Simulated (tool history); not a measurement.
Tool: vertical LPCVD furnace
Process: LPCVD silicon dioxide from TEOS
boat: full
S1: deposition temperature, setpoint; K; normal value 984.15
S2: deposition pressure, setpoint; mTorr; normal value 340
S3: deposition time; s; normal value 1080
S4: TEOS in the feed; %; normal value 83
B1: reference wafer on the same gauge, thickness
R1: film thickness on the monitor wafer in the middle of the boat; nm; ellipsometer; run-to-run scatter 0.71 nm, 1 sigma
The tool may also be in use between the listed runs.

Run 1, day 0: usual settings; B1 242.24. Result: R1 210.35 nm.
Run 2, day 1.012: usual settings but S4 95 %; B1 241.73. Result: R1 225.33 nm.
Run 3, day 1.846: usual settings but S4 90 %; B1 242. Result: R1 218.51 nm.
Run 4, day 2.804: usual settings but S4 94 %; B1 241.84. Result: R1 223.73 nm.
Run 5, day 3.888: usual settings but S4 94 %; B1 242.25. Result: R1 224.93 nm.
Run 6, day 5.05: usual settings but S4 94 %; B1 241.99. Result: R1 223 nm.
Run 7, day 6.117: usual settings; B1 241.9. Result: R1 211.01 nm.
Run 8, day 7.029: usual settings; B1 241.92. Result: R1 209.7 nm.
Run 9, day 8.421: usual settings; B1 242.27. Result: R1 209.73 nm.
Run 10, day 10.479: usual settings but S1 981.15 K, S4 76 %; B1 241.91. Result: R1 189.65 nm.
Run 11, day 11.712: usual settings but S1 977.15 K; B1 241.89. Result: R1 179.45 nm.
Run 12, day 12.308: usual settings but S2 290 mTorr, S4 89 %; B1 241.98. Result: R1 200.61 nm.
Run 13, day 12.842: usual settings but S2 380 mTorr, S4 90 %; B1 241.73. Result: R1 231.02 nm.
At day 14.212: pressure gauge zeroed.
Run 14, day 14.233: usual settings; B1 241.78. Result: R1 213.42 nm.
Run 15, day 15.021: usual settings but S3 900 s, S4 90 %; B1 242.12. Result: R1 186.37 nm.
Run 16, day 15.596: usual settings but S1 989.15 K, S2 300 mTorr; B1 242.04. Result: R1 226.01 nm.
At day 16.6: TEOS flow controller replaced.
At day 20.175: pressure gauge zeroed, repeated, since the last time left the tool worse.
Run 17, day 20.196: usual settings but S1 991.15 K, S3 1260 s; B1 242.21. Result: R1 283.28 nm.
Run 18, day 20.383: usual settings but S1 980.15 K, S3 1500 s; B1 242.24. Result: R1 263.16 nm.
Run 19, day 20.567: usual settings but S2 405 mTorr, S3 690 s; B1 242.12. Result: R1 144.52 nm.
Run 20, day 21.767: usual settings but S1 980.15 K, S2 380 mTorr; B1 241.89. Result: R1 199.7 nm.
At day 22.088: gauge calibrated.
Run 21, day 22.762: usual settings; B1 242.02. Result: R1 207.28 nm.
Run 22, day 23.521: usual settings; B1 242.15. Result: R1 207.76 nm.
At day 24.521: thermocouples replaced and temperature profile calibrated.
Run 23, day 24.542: usual settings; B1 241.89. Result: R1 207.22 nm.
Run 24, day 25.721: usual settings; B1 242.07. Result: R1 206.65 nm.
Run 25, day 26.95: usual settings but S2 265 mTorr, S4 90 %; B1 241.87. Result: R1 191.53 nm.
Run 26, day 29.988: usual settings; B1 242.11. Result: R1 207.12 nm.
Run 27, day 31.025: usual settings; B1 242.18. Result: R1 207.66 nm.
Run 28, day 31.946: usual settings but S2 295 mTorr, S3 810 s; B1 242.16. Result: R1 145.52 nm.
Run 29, day 32.467: usual settings but S4 94 %; B1 242.08. Result: R1 220.69 nm.
Run 30, day 33.429: usual settings but S1 979.15 K, S3 1290 s, S4 70 %; B1 242.11. Result: R1 203.72 nm.
Run 31, day 34.888: usual settings but S1 974.15 K, S2 290 mTorr; B1 242.03. Result: R1 151.4 nm.
Run 32, day 35.733: usual settings but S2 280 mTorr, S3 900 s; B1 242.17. Result: R1 157.3 nm.

3 options for the next run, each taken on its own from the tool as it stands now. Forecast them:
Run A, day 35.921: usual settings; B1 ?. Result: R1 ?.
Run B, day 35.921: usual settings but S1 974.15 K, S2 385 mTorr, S4 89 %; B1 ?. Result: R1 ?.
Run C, day 35.921: usual settings but S2 285 mTorr, S3 1200 s; B1 ?. Result: R1 ?.

run      B1      R1
  A  242.04  209.18
  B  242.04  183.12
  C  242.04  212.93
With the hidden condition removed and each run's random variation left untouched, the same runs would have given:
run      R1
  A  208.51
  B   182.6
  C  212.11
